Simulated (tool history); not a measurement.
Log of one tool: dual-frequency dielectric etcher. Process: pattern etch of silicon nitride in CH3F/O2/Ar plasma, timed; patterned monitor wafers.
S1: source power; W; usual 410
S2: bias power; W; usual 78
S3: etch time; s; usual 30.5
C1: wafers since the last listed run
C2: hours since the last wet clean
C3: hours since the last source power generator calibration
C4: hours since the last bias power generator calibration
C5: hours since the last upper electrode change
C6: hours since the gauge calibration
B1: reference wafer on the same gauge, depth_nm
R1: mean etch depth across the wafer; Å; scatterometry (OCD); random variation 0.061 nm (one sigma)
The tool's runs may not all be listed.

{"run": 1, "hour": 0.0, "S1": 410, "S2": 83, "S3": 34.5, "C1": 0, "C2": 594.3, "C3": 2179, "C4": 2114.6, "C5": 2203.5, "C6": 1461.7, "B1": 20.81, "R1": 249.3}
{"run": 2, "hour": 71.2, "S1": 410, "S2": 78, "S3": 30.5, "C1": 1156, "C2": 665.5, "C3": 2250.2, "C4": 2185.8, "C5": 2274.7, "C6": 1532.9, "B1": 20.79, "R1": 214.1}
{"run": 3, "hour": 123.1, "S1": 410, "S2": 78, "S3": 30.5, "C1": 842, "C2": 717.4, "C3": 2302.1, "C4": 2237.7, "C5": 2326.6, "C6": 1584.8, "B1": 20.8, "R1": 214.3}
{"hour": 156.5, "done": "wet clean of the chamber"}
{"run": 4, "hour": 210.5, "S1": 410, "S2": 78, "S3": 26, "C1": 1029, "C2": 54, "C3": 2389.5, "C4": 2325.1, "C5": 2414, "C6": 1672.2, "B1": 20.8, "R1": 182.2}
{"run": 5, "hour": 317.4, "S1": 480, "S2": 90, "S3": 28, "C1": 1735, "C2": 160.9, "C3": 2496.4, "C4": 2432, "C5": 2520.9, "C6": 1779.1, "B1": 20.79, "R1": 223.3}
{"run": 6, "hour": 407.1, "S1": 360, "S2": 78, "S3": 27, "C1": 1456, "C2": 250.6, "C3": 2586.1, "C4": 2521.7, "C5": 2610.6, "C6": 1868.8, "B1": 20.79, "R1": 178.6}
{"run": 7, "hour": 506.7, "S1": 480, "S2": 78, "S3": 30.5, "C1": 1617, "C2": 350.2, "C3": 2685.7, "C4": 2621.3, "C5": 2710.2, "C6": 1968.4, "B1": 20.81, "R1": 231.3}
{"run": 8, "hour": 591.9, "S1": 410, "S2": 78, "S3": 30.5, "C1": 1383, "C2": 435.4, "C3": 2770.9, "C4": 2706.5, "C5": 2795.4, "C6": 2053.6, "B1": 20.79, "R1": 215}
{"hour": 613.4, "done": "source power generator calibrated"}
{"run": 9, "hour": 657.1, "S1": 410, "S2": 78, "S3": 34, "C1": 993, "C2": 500.6, "C3": 43.7, "C4": 2771.7, "C5": 2860.6, "C6": 2118.8, "B1": 20.81, "R1": 240.1}
{"run": 10, "hour": 722.8, "S1": 410, "S2": 93, "S3": 34, "C1": 1066, "C2": 566.3, "C3": 109.4, "C4": 2837.4, "C5": 2926.3, "C6": 2184.5, "B1": 20.81, "R1": 258}
{"hour": 750.6, "done": "wet clean of the chamber"}
{"run": 11, "hour": 814.0, "S1": 410, "S2": 78, "S3": 33, "C1": 1091, "C2": 63.4, "C3": 200.6, "C4": 2928.6, "C5": 3017.5, "C6": 2275.7, "B1": 20.79, "R1": 232.7}
{"hour": 885.1, "done": "bias power generator calibrated"}
{"run": 12, "hour": 912.9, "S1": 410, "S2": 78, "S3": 30.5, "C1": 1541, "C2": 162.3, "C3": 299.5, "C4": 27.8, "C5": 3116.4, "C6": 2374.6, "B1": 20.8, "R1": 217.3}
{"run": 13, "hour": 1020.8, "S1": 410, "S2": 78, "S3": 33.5, "C1": 1752, "C2": 270.2, "C3": 407.4, "C4": 135.7, "C5": 3224.3, "C6": 2482.5, "B1": 20.81, "R1": 238.1}
{"run": 14, "hour": 1061.0, "S1": 410, "S2": 91, "S3": 37.5, "C1": 652, "C2": 310.4, "C3": 447.6, "C4": 175.9, "C5": 3264.5, "C6": 2522.7, "B1": 20.8, "R1": 283.2}
{"hour": 1093.7, "done": "upper electrode replaced"}
{"run": 15, "hour": 1142.3, "S1": 410, "S2": 90, "S3": 30.5, "C1": 930, "C2": 391.7, "C3": 528.9, "C4": 257.2, "C5": 48.6, "C6": 2604, "B1": 20.8, "R1": 230.9}
{"run": 16, "hour": 1229.2, "S1": 410, "S2": 78, "S3": 30.5, "C1": 1411, "C2": 478.6, "C3": 615.8, "C4": 344.1, "C5": 135.5, "C6": 2690.9, "B1": 20.8, "R1": 217.4}
{"run": 17, "hour": 1283.3, "S1": 360, "S2": 62, "S3": 36, "C1": 878, "C2": 532.7, "C3": 669.9, "C4": 398.2, "C5": 189.6, "C6": 2745, "B1": 20.79, "R1": 218.7}
{"hour": 1335.1, "done": "gauge calibrated"}
{"run": 18, "hour": 1338.6, "S1": 410, "S2": 78, "S3": 25.5, "C1": 898, "C2": 588, "C3": 725.2, "C4": 453.5, "C5": 244.9, "C6": 3.5, "B1": 20.79, "R1": 182.4}
{"hour": 1376.3, "done": "bias power generator calibrated, repeated, since the last time left the tool worse"}
{"run": 19, "hour": 1408.6, "S1": 410, "S2": 78, "S3": 30.5, "C1": 1071, "C2": 658, "C3": 795.2, "C4": 32.3, "C5": 314.9, "C6": 73.5, "B1": 20.81, "R1": 212.2}
{"hour": 1479.4, "done": "wet clean of the chamber"}
{"run": 20, "hour": 1479.9, "S1": 410, "S2": 78, "S3": 33, "C1": 768, "C2": 0.5, "C3": 866.5, "C4": 103.6, "C5": 386.2, "C6": 144.8, "B1": 20.8, "R1": 228.9}
{"run": 21, "hour": 1544.2, "S1": 410, "S2": 78, "S3": 30.5, "C1": 1044, "C2": 64.8, "C3": 930.8, "C4": 167.9, "C5": 450.5, "C6": 209.1, "B1": 20.8, "R1": 211.4}
{"run": 22, "hour": 1624.3, "S1": 330, "S2": 93, "S3": 23, "C1": 1300, "C2": 144.9, "C3": 1010.9, "C4": 248, "C5": 530.6, "C6": 289.2, "B1": 20.82, "R1": 155.6}
{"run": 23, "hour": 1701.7, "S1": 350, "S2": 78, "S3": 30.5, "C1": 1256, "C2": 222.3, "C3": 1088.3, "C4": 325.4, "C5": 608, "C6": 366.6, "B1": 20.79, "R1": 196.7}
{"run": 24, "hour": 1773.0, "S1": 410, "S2": 78, "S3": 30.5, "C1": 1157, "C2": 293.6, "C3": 1159.6, "C4": 396.7, "C5": 679.3, "C6": 437.9, "B1": 20.8, "R1": 212.4}
{"run": 25, "hour": 1849.3, "S1": 360, "S2": 78, "S3": 35.5, "C1": 1239, "C2": 369.9, "C3": 1235.9, "C4": 473, "C5": 755.6, "C6": 514.2, "B1": 20.79, "R1": 232.9}
{"run": 26, "hour": 1952.2, "S1": 330, "S2": 71, "S3": 30.5, "C1": 1671, "C2": 472.8, "C3": 1338.8, "C4": 575.9, "C5": 858.5, "C6": 617.1, "B1": 20.78, "R1": 185.2}
{"run": 27, "hour": 2001.7, "S1": 410, "S2": 78, "S3": 30.5, "C1": 803, "C2": 522.3, "C3": 1388.3, "C4": 625.4, "C5": 908, "C6": 666.6, "B1": 20.8, "R1": 213.4}
{"run": 28, "hour": 2065.1, "S1": 460, "S2": 72, "S3": 36, "C1": 1029, "C2": 585.7, "C3": 1451.7, "C4": 688.8, "C5": 971.4, "C6": 730, "B1": 20.81, "R1": 255.7}

The tool's hidden state at each run:
etch rate over this chamber's usual, %: 0 in every run
source power that arrives over what is set, %: 0 in every run
gauge reads high (%): 0 in every run
H1: bias power that arrives over what is set, %
run=1 H1=2.25
run=2 H1=2.34
run=3 H1=2.4
run=4 H1=2.51
run=5 H1=2.64
run=6 H1=2.75
run=7 H1=2.88
run=8 H1=2.98
run=9 H1=3.07
run=10 H1=3.15
run=11 H1=3.26
run=12 H1=5.92
run=13 H1=6.06
run=14 H1=6.11
run=15 H1=6.21
run=16 H1=6.32
run=17 H1=6.39
run=18 H1=6.45
run=19 H1=0.00929
run=20 H1=0.098
run=21 H1=0.178
run=22 H1=0.278
run=23 H1=0.374
run=24 H1=0.463
run=25 H1=0.558
run=26 H1=0.686
run=27 H1=0.747
run=28 H1=0.826
